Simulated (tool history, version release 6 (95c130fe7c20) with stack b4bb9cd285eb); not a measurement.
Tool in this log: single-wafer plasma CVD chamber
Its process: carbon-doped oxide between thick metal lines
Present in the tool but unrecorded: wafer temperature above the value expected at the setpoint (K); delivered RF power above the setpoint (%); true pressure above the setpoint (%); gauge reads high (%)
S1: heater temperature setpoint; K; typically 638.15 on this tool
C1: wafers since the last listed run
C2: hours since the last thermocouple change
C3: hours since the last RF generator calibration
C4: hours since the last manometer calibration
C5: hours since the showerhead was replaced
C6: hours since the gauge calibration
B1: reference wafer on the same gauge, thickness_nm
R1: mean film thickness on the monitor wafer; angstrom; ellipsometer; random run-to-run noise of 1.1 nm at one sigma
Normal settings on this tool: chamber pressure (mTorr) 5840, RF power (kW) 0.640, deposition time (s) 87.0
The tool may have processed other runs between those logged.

Run 1, hour 0.0: usual settings; C1 0; C2 1169.8; C3 1199.6; C4 1659.9; C5 4282.8; C6 905.3; B1 632.883. Result: R1 5380.28 angstrom.
Run 2, hour 20.4: usual settings but RF power (kW) 0.560, deposition time (s) 97.2; C1 315; C2 1190.2; C3 1220.0; C4 1680.3; C5 4303.2; C6 925.7; B1 632.876. Result: R1 5701.42 angstrom.
Run 3, hour 37.5: usual settings; C1 264; C2 1207.3; C3 1237.1; C4 1697.4; C5 4320.3; C6 942.8; B1 633.724. Result: R1 5364.68 angstrom.
Run 4, hour 67.6: usual settings; C1 465; C2 1237.4; C3 1267.2; C4 1727.5; C5 4350.4; C6 972.9; B1 633.359. Result: R1 5377.13 angstrom.
Run 5, hour 129.5: usual settings; C1 957; C2 1299.3; C3 1329.1; C4 1789.4; C5 4412.3; C6 1034.8; B1 633.110. Result: R1 5394.95 angstrom.
Run 6, hour 153.5: usual settings; C1 371; C2 1323.3; C3 1353.1; C4 1813.4; C5 4436.3; C6 1058.8; B1 632.886. Result: R1 5375.07 angstrom.
At hour 166.1: capacitance manometer re-zeroed and calibrated.
At hour 169.2: showerhead replaced.
Run 7, hour 188.9: usual settings; C1 375; C2 1358.7; C3 1388.5; C4 22.8; C5 19.7; C6 1094.2; B1 633.260. Result: R1 5400.33 angstrom.
At hour 224.8: thermocouple changed; heater temperature recalibrated.
Run 8, hour 225.3: usual settings; C1 439; C2 0.5; C3 1424.9; C4 59.2; C5 56.1; C6 1130.6; B1 633.085. Result: R1 5305.57 angstrom.
Run 9, hour 238.4: usual settings; C1 202; C2 13.6; C3 1438.0; C4 72.3; C5 69.2; C6 1143.7; B1 632.806. Result: R1 5318.80 angstrom.
At hour 295.3: gauge calibrated.
At hour 323.4: RF generator calibrated.
Run 10, hour 342.6: usual settings; C1 1487; C2 117.8; C3 19.2; C4 176.5; C5 173.4; C6 47.3; B1 632.905. Result: R1 5333.61 angstrom.
Run 11, hour 362.5: usual settings but chamber pressure (mTorr) 6230, RF power (kW) 0.705; C1 307; C2 137.7; C3 39.1; C4 196.4; C5 193.3; C6 67.2; B1 632.946. Result: R1 5569.27 angstrom.
Run 12, hour 383.4: usual settings but RF power (kW) 0.535, deposition time (s) 75.3; C1 323; C2 158.6; C3 60.0; C4 217.3; C5 214.2; C6 88.1; B1 633.213. Result: R1 4316.80 angstrom.
Run 13, hour 403.3: usual settings but S1 631.15 K, RF power (kW) 0.760, deposition time (s) 71.9; C1 307; C2 178.5; C3 79.9; C4 237.2; C5 234.1; C6 108.0; B1 633.083. Result: R1 4801.80 angstrom.
Run 14, hour 436.2: usual settings but RF power (kW) 0.545; C1 508; C2 211.4; C3 112.8; C4 270.1; C5 267.0; C6 140.9; B1 632.485. Result: R1 5011.42 angstrom.
Run 15, hour 455.8: usual settings but RF power (kW) 0.765; C1 303; C2 231.0; C3 132.4; C4 289.7; C5 286.6; C6 160.5; B1 632.981. Result: R1 5731.88 angstrom.
Run 16, hour 473.3: usual settings but S1 632.15 K; C1 270; C2 248.5; C3 149.9; C4 307.2; C5 304.1; C6 178.0; B1 632.713. Result: R1 5420.07 angstrom.
Run 17, hour 491.0: usual settings but chamber pressure (mTorr) 4710, RF power (kW) 0.520, deposition time (s) 92.6; C1 273; C2 266.2; C3 167.6; C4 324.9; C5 321.8; C6 195.7; B1 633.515. Result: R1 5096.95 angstrom.
Run 18, hour 515.7: usual settings; C1 381; C2 290.9; C3 192.3; C4 349.6; C5 346.5; C6 220.4; B1 632.923. Result: R1 5348.69 angstrom.
Run 19, hour 546.9: usual settings but S1 624.15 K, chamber pressure (mTorr) 6950, RF power (kW) 0.560; C1 482; C2 322.1; C3 223.5; C4 380.8; C5 377.7; C6 251.6; B1 632.944. Result: R1 5365.32 angstrom.
Run 20, hour 567.3: usual settings but S1 632.15 K; C1 315; C2 342.5; C3 243.9; C4 401.2; C5 398.1; C6 272.0; B1 632.694. Result: R1 5435.10 angstrom.
Run 21, hour 579.8: usual settings; C1 193; C2 355.0; C3 256.4; C4 413.7; C5 410.6; C6 284.5; B1 633.165. Result: R1 5340.36 angstrom.
Run 22, hour 612.3: usual settings but S1 632.15 K; C1 502; C2 387.5; C3 288.9; C4 446.2; C5 443.1; C6 317.0; B1 632.801. Result: R1 5438.24 angstrom.
Run 23, hour 629.4: usual settings but S1 652.15 K, chamber pressure (mTorr) 4620; C1 264; C2 404.6; C3 306.0; C4 463.3; C5 460.2; C6 334.1; B1 632.618. Result: R1 4995.38 angstrom.
Run 24, hour 663.2: usual settings but S1 624.15 K, chamber pressure (mTorr) 5060, RF power (kW) 0.570, deposition time (s) 94.4; C1 522; C2 438.4; C3 339.8; C4 497.1; C5 494.0; C6 367.9; B1 632.832. Result: R1 5646.26 angstrom.
Run 25, hour 692.5: usual settings but S1 624.15 K, chamber pressure (mTorr) 5060, RF power (kW) 0.570, deposition time (s) 94.4; C1 453; C2 467.7; C3 369.1; C4 526.4; C5 523.3; C6 397.2; B1 633.201. Result: R1 5652.97 angstrom.
Run 26, hour 719.2: usual settings; C1 412; C2 494.4; C3 395.8; C4 553.1; C5 550.0; C6 423.9; B1 633.227. Result: R1 5369.43 angstrom.
Run 27, hour 741.3: usual settings but S1 625.15 K, chamber pressure (mTorr) 5210, RF power (kW) 0.710; C1 341; C2 516.5; C3 417.9; C4 575.2; C5 572.1; C6 446.0; B1 633.373. Result: R1 5706.95 angstrom.
Run 28, hour 773.8: usual settings but chamber pressure (mTorr) 5370, RF power (kW) 0.705, deposition time (s) 80.9; C1 502; C2 549.0; C3 450.4; C4 607.7; C5 604.6; C6 478.5; B1 632.666. Result: R1 5137.88 angstrom.

Branching from run 28: 4 alternative next runs. What would each branch give?
Run A, hour 774.2: usual settings but chamber pressure (mTorr) 5020; C1 6; C2 549.4; C3 450.8; C4 608.1; C5 605.0; C6 478.9; B1 ?. Result: R1 ?.
Run B, hour 774.2: usual settings but S1 653.15 K; C1 6; C2 549.4; C3 450.8; C4 608.1; C5 605.0; C6 478.9; B1 ?. Result: R1 ?.
Run C, hour 774.2: usual settings but RF power (kW) 0.680; C1 6; C2 549.4; C3 450.8; C4 608.1; C5 605.0; C6 478.9; B1 ?. Result: R1 ?.
Run D, hour 774.2: usual settings but S1 643.15 K, chamber pressure (mTorr) 4850, RF power (kW) 0.515, deposition time (s) 74.9; C1 6; C2 549.4; C3 450.8; C4 608.1; C5 605.0; C6 478.9; B1 ?. Result: R1 ?.

run       B1       R1
  A  632.590  5252.76
  B  632.590  5182.20
  C  632.590  5493.31
  D  632.590  4092.19
The same runs, with their run-to-run variation unchanged, on a tool lacking any hidden condition would have given:
run       R1
  A  5193.25
  B  5131.17
  C  5431.07
  D  4046.91
